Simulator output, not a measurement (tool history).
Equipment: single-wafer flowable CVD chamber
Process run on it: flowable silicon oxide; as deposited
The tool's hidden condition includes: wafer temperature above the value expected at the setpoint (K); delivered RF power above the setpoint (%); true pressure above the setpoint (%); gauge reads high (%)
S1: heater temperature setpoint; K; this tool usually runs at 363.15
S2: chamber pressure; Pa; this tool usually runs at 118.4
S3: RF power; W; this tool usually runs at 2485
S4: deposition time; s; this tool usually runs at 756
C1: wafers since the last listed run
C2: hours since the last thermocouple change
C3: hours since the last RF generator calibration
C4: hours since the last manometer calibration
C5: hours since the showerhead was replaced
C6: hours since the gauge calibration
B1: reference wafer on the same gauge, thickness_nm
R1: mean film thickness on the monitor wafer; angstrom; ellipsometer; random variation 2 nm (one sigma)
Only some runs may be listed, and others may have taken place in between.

run	hour	S1	S2	S3	S4	C1	C2	C3	C4	C5	C6	B1	R1
1	0.0	363.15	118.4	2485	756	0	1339.2	1042.5	840.1	4772.0	826.0	790.841	6822.27
2	64.6	363.15	118.4	2485	756	221	1403.8	1107.1	904.7	4836.6	890.6	791.305	6848.00
# hour 138.0: RF generator calibrated
3	138.5	363.15	118.4	2485	756	226	1477.7	0.5	978.6	4910.5	964.5	790.986	6957.82
4	181.8	369.15	118.4	2485	756	148	1521.0	43.8	1021.9	4953.8	1007.8	791.625	5674.36
5	227.7	369.15	118.4	2485	756	157	1566.9	89.7	1067.8	4999.7	1053.7	791.576	5686.22
6	373.2	369.15	118.4	2485	756	499	1712.4	235.2	1213.3	5145.2	1199.2	791.047	5694.12
7	441.0	363.15	118.4	2485	756	232	1780.2	303.0	1281.1	5213.0	1267.0	791.471	6902.58
8	479.5	363.15	118.4	2485	756	132	1818.7	341.5	1319.6	5251.5	1305.5	790.677	6856.23
9	545.5	363.15	118.4	2485	756	226	1884.7	407.5	1385.6	5317.5	1371.5	791.242	6858.94
10	681.7	363.15	118.4	2485	756	467	2020.9	543.7	1521.8	5453.7	1507.7	790.555	6843.49
11	708.0	363.15	118.4	2485	756	90	2047.2	570.0	1548.1	5480.0	1534.0	791.754	6847.52
12	744.5	363.15	118.4	2485	756	125	2083.7	606.5	1584.6	5516.5	1570.5	790.537	6869.73
# hour 755.9: capacitance manometer re-zeroed and calibrated
13	800.9	363.15	118.4	2485	756	166	2140.1	662.9	45.0	5572.9	1626.9	791.136	6851.34
# hour 813.7: thermocouple changed; heater temperature recalibrated
14	865.8	363.15	118.4	2485	756	195	52.1	727.8	109.9	5637.8	1691.8	790.875	6837.70
# hour 907.0: gauge calibrated
15	930.0	363.15	118.4	2885	885	220	116.3	792.0	174.1	5702.0	23.0	791.006	8249.47
16	980.0	363.15	118.4	2485	756	171	166.3	842.0	224.1	5752.0	73.0	790.756	6856.48
17	1022.2	350.15	118.4	2485	756	144	208.5	884.2	266.3	5794.2	115.2	791.100	9949.99
18	1068.0	363.15	90.1	2305	756	157	254.3	930.0	312.1	5840.0	161.0	791.115	5116.70
# hour 1109.1: RF generator calibrated
19	1119.9	375.15	130.0	2840	756	150	306.2	10.8	364.0	5891.9	212.9	791.214	5218.19
# hour 1182.9: showerhead replaced
20	1183.4	376.15	134.3	2220	717	190	369.7	74.3	427.5	0.5	276.4	791.612	4757.58
21	1246.0	363.15	118.4	2485	756	215	432.3	136.9	490.1	63.1	339.0	790.572	6900.77
22	1275.3	373.15	142.4	2135	756	100	461.6	166.2	519.4	92.4	368.3	791.170	5796.14
23	1340.1	376.15	118.4	2060	756	222	526.4	231.0	584.2	157.2	433.1	791.311	4303.39
24	1401.6	369.15	137.9	2895	756	211	587.9	292.5	645.7	218.7	494.6	790.689	6726.03
25	1473.3	363.15	118.4	2485	756	246	659.6	364.2	717.4	290.4	566.3	790.119	6854.03
26	1538.6	373.15	142.4	2135	756	224	724.9	429.5	782.7	355.7	631.6	790.632	5757.13
27	1564.5	363.15	118.4	2485	756	88	750.8	455.4	808.6	381.6	657.5	790.848	6851.08
28	1605.5	377.15	141.3	2075	756	140	791.8	496.4	849.6	422.6	698.5	790.785	4929.92
29	1663.0	357.15	118.4	2730	795	197	849.3	553.9	907.1	480.1	756.0	791.078	8748.90

3 ways to go on from here, each from the tool as it stands after run 29. What would each give?
A	1663.6	363.15	118.4	2485	756	2	849.9	554.5	907.7	480.7	756.6	?	?
B	1663.6	352.15	118.4	2485	756	2	849.9	554.5	907.7	480.7	756.6	?	?
C	1663.6	349.15	118.4	2770	705	2	849.9	554.5	907.7	480.7	756.6	?	?

run	B1	R1
A	790.749	6855.04
B	790.749	9458.32
C	790.749	9698.25
Without the tool's unlogged condition, the same runs would have read:
run	R1
A	6948.89
B	9587.81
C	9790.27

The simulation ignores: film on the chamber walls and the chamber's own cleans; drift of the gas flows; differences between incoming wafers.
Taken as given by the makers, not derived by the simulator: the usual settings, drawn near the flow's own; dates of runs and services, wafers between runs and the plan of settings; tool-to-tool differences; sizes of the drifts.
